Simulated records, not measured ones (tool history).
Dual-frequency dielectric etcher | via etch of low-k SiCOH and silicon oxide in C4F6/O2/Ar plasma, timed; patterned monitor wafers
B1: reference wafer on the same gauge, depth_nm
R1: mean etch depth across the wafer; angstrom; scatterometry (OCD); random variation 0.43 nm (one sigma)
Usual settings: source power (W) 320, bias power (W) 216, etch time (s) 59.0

{"run": 1, "hour": 0.0, "source power (W)": 320, "bias power (W)": 216, "etch time (s)": 59.0, "B1": 160.7, "R1": 1496}
{"run": 2, "hour": 35.1, "source power (W)": 320, "bias power (W)": 216, "etch time (s)": 59.0, "B1": 160.8, "R1": 1490}
{"run": 3, "hour": 67.8, "source power (W)": 320, "bias power (W)": 216, "etch time (s)": 59.0, "B1": 161.0, "R1": 1502}
{"run": 4, "hour": 101.4, "source power (W)": 320, "bias power (W)": 216, "etch time (s)": 59.0, "B1": 161.0, "R1": 1503}
{"run": 5, "hour": 132.8, "source power (W)": 320, "bias power (W)": 216, "etch time (s)": 59.0, "B1": 161.3, "R1": 1496}
{"run": 6, "hour": 177.5, "source power (W)": 320, "bias power (W)": 216, "etch time (s)": 59.0, "B1": 161.4, "R1": 1500}
{"run": 7, "hour": 181.1, "source power (W)": 320, "bias power (W)": 216, "etch time (s)": 59.0, "B1": 161.4, "R1": 1498}
{"run": 8, "hour": 200.9, "source power (W)": 320, "bias power (W)": 216, "etch time (s)": 59.0, "B1": 161.5, "R1": 1498}
{"run": 9, "hour": 226.9, "source power (W)": 320, "bias power (W)": 216, "etch time (s)": 47.5, "B1": 161.5, "R1": 1204}
{"run": 10, "hour": 255.6, "source power (W)": 320, "bias power (W)": 216, "etch time (s)": 47.5, "B1": 161.5, "R1": 1209}
{"run": 11, "hour": 291.3, "source power (W)": 320, "bias power (W)": 216, "etch time (s)": 47.5, "B1": 161.7, "R1": 1207}
{"run": 12, "hour": 324.4, "source power (W)": 320, "bias power (W)": 216, "etch time (s)": 49.5, "B1": 161.9, "R1": 1269}
{"run": 13, "hour": 356.1, "source power (W)": 260, "bias power (W)": 190, "etch time (s)": 73.5, "B1": 162.0, "R1": 1709}
{"run": 14, "hour": 384.5, "source power (W)": 320, "bias power (W)": 216, "etch time (s)": 59.0, "B1": 162.0, "R1": 1501}
{"run": 15, "hour": 411.1, "source power (W)": 370, "bias power (W)": 253, "etch time (s)": 66.0, "B1": 162.1, "R1": 1829}
{"run": 16, "hour": 439.2, "source power (W)": 290, "bias power (W)": 177, "etch time (s)": 46.5, "B1": 162.2, "R1": 1097}
{"run": 17, "hour": 474.7, "source power (W)": 320, "bias power (W)": 234, "etch time (s)": 50.5, "B1": 162.3, "R1": 1320}
{"run": 18, "hour": 487.3, "source power (W)": 390, "bias power (W)": 216, "etch time (s)": 74.0, "B1": 162.5, "R1": 2003}
{"run": 19, "hour": 513.1, "source power (W)": 350, "bias power (W)": 253, "etch time (s)": 66.5, "B1": 162.6, "R1": 1836}
{"run": 20, "hour": 540.2, "source power (W)": 390, "bias power (W)": 184, "etch time (s)": 75.0, "B1": 162.7, "R1": 1959}
{"run": 21, "hour": 570.0, "source power (W)": 320, "bias power (W)": 243, "etch time (s)": 43.0, "B1": 162.8, "R1": 1141}
{"run": 22, "hour": 600.8, "source power (W)": 320, "bias power (W)": 216, "etch time (s)": 59.0, "B1": 158.4, "R1": 1475}
{"run": 23, "hour": 620.2, "source power (W)": 320, "bias power (W)": 259, "etch time (s)": 64.5, "B1": 158.4, "R1": 1689}
{"run": 24, "hour": 638.2, "source power (W)": 390, "bias power (W)": 179, "etch time (s)": 59.0, "B1": 158.4, "R1": 1482}
{"run": 25, "hour": 658.1, "source power (W)": 260, "bias power (W)": 190, "etch time (s)": 73.5, "B1": 158.5, "R1": 1681}
{"run": 26, "hour": 714.0, "source power (W)": 320, "bias power (W)": 253, "etch time (s)": 59.0, "B1": 158.7, "R1": 1535}
{"run": 27, "hour": 746.1, "source power (W)": 320, "bias power (W)": 242, "etch time (s)": 59.0, "B1": 158.9, "R1": 1520}
{"run": 28, "hour": 771.6, "source power (W)": 390, "bias power (W)": 216, "etch time (s)": 74.0, "B1": 158.9, "R1": 1959}
{"run": 29, "hour": 789.0, "source power (W)": 320, "bias power (W)": 216, "etch time (s)": 59.0, "B1": 159.1, "R1": 1477}

Taken out of this log: 6 entries between the listed runs. Where each belongs, and how the hidden state differs across it:
Between runs 1 and 2: wet clean of the chamber (hour 29.8)
  gauge reads high (%): 1.71 -> 1.79
  measured less the result without the state, R1: +25 -> +26 angstrom
Between runs 5 and 6: upper electrode replaced (hour 177.0)
  gauge reads high (%): 2.01 -> 2.11
  measured less the result without the state, R1: +30 -> +31 angstrom
Between runs 7 and 8: source power generator calibrated (hour 187.6)
  gauge reads high (%): 2.12 -> 2.16
  measured less the result without the state, R1: +31 -> +31 angstrom
Between runs 15 and 16: bias power generator calibrated (hour 438.5)
  gauge reads high (%): 2.64 -> 2.7
  measured less the result without the state, R1: +47 -> +29 angstrom
Between runs 21 and 22: gauge calibrated (hour 589.9); wet clean of the chamber (hour 600.3)
  gauge reads high (%): 3 -> 0.194
  measured less the result without the state, R1: +33 -> +3 angstrom
